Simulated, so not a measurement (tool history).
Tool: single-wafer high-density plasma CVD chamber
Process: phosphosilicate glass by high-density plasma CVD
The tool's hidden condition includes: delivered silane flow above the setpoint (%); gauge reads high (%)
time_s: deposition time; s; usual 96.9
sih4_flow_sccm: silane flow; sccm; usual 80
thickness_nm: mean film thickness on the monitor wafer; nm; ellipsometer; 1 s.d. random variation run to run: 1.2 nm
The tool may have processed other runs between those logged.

| run | hour | time_s | sih4_flow_sccm | wafers since the last listed run | hours since the silane flow controller was replaced | hours since the gauge calibration | read-back reference wafer on the same gauge, thickness_nm | thickness_nm |
|---|---|---|---|---|---|---|---|---|
| 1 | 0.0 | 96.9 | 80 | 0 | 2549.1 | 72.6 | 750.187 | 747.530 |
| 2 | 15.0 | 96.9 | 75 | 147 | 2564.1 | 87.6 | 749.438 | 698.950 |
| 3 | 29.5 | 96.9 | 75 | 142 | 2578.6 | 102.1 | 750.284 | 698.217 |
| 4 | 42.1 | 96.9 | 80 | 123 | 2591.2 | 114.7 | 749.976 | 746.221 |
| 5 | 58.2 | 96.9 | 80 | 158 | 2607.3 | 130.8 | 750.084 | 747.496 |
| 6 | 78.2 | 96.9 | 80 | 196 | 2627.3 | 150.8 | 750.249 | 747.644 |
| 7 | 86.9 | 85.7 | 80 | 85 | 2636.0 | 159.5 | 749.604 | 659.686 |
| 8 | 93.5 | 85.7 | 80 | 64 | 2642.6 | 166.1 | 750.399 | 659.156 |
| 9 | 106.3 | 85.7 | 80 | 125 | 2655.4 | 178.9 | 749.937 | 660.359 |
| 10 | 122.9 | 96.9 | 80 | 163 | 2672.0 | 195.5 | 749.851 | 746.318 |
| 11 | 137.7 | 96.9 | 80 | 145 | 2686.8 | 210.3 | 749.644 | 746.385 |
| 12 | 150.7 | 96.9 | 80 | 127 | 2699.8 | 223.3 | 750.185 | 741.943 |
| 13 | 166.8 | 96.9 | 80 | 158 | 2715.9 | 239.4 | 750.151 | 746.305 |
| 14 | 174.8 | 96.9 | 80 | 78 | 2723.9 | 247.4 | 749.682 | 744.251 |
| 15 | 192.4 | 85.7 | 80 | 173 | 2741.5 | 265.0 | 749.305 | 658.609 |
|  | 208.0 | gauge calibrated |
| 16 | 210.1 | 105.5 | 71 | 174 | 2759.2 | 2.1 | 749.945 | 718.768 |
|  | 229.9 | silane flow controller replaced |
| 17 | 230.4 | 81.7 | 80 | 120 | 0.5 | 22.4 | 750.018 | 651.008 |
| 18 | 233.0 | 96.9 | 80 | 25 | 3.1 | 25.0 | 750.178 | 772.922 |
| 19 | 246.7 | 106.3 | 68 | 134 | 16.8 | 38.7 | 750.118 | 721.908 |
| 20 | 258.7 | 84.1 | 95 | 118 | 28.8 | 50.7 | 749.909 | 797.139 |
| 21 | 276.1 | 80.8 | 71 | 171 | 46.2 | 68.1 | 750.079 | 572.829 |
| 22 | 289.2 | 106.4 | 80 | 128 | 59.3 | 81.2 | 749.999 | 849.506 |
| 23 | 306.8 | 111.8 | 91 | 173 | 76.9 | 98.8 | 750.368 | 1014.334 |
| 24 | 324.4 | 106.7 | 80 | 173 | 94.5 | 116.4 | 749.832 | 849.441 |
| 25 | 342.3 | 109.8 | 87 | 176 | 112.4 | 134.3 | 750.246 | 949.712 |
| 26 | 354.9 | 109.8 | 87 | 123 | 125.0 | 146.9 | 750.249 | 951.400 |

Run by run, hidden condition taken away, random variation retained:
| run | thickness_nm |
|---|---|
| 1 | 777.624 |
| 2 | 727.312 |
| 3 | 726.766 |
| 4 | 776.935 |
| 5 | 778.520 |
| 6 | 778.994 |
| 7 | 687.471 |
| 8 | 687.013 |
| 9 | 688.448 |
| 10 | 778.329 |
| 11 | 778.637 |
| 12 | 774.210 |
| 13 | 779.020 |
| 14 | 777.005 |
| 15 | 687.843 |
| 16 | 750.946 |
| 17 | 654.063 |
| 18 | 776.588 |
| 19 | 725.530 |
| 20 | 801.329 |
| 21 | 576.039 |
| 22 | 854.490 |
| 23 | 1020.641 |
| 24 | 855.022 |
| 25 | 956.293 |
| 26 | 958.233 |

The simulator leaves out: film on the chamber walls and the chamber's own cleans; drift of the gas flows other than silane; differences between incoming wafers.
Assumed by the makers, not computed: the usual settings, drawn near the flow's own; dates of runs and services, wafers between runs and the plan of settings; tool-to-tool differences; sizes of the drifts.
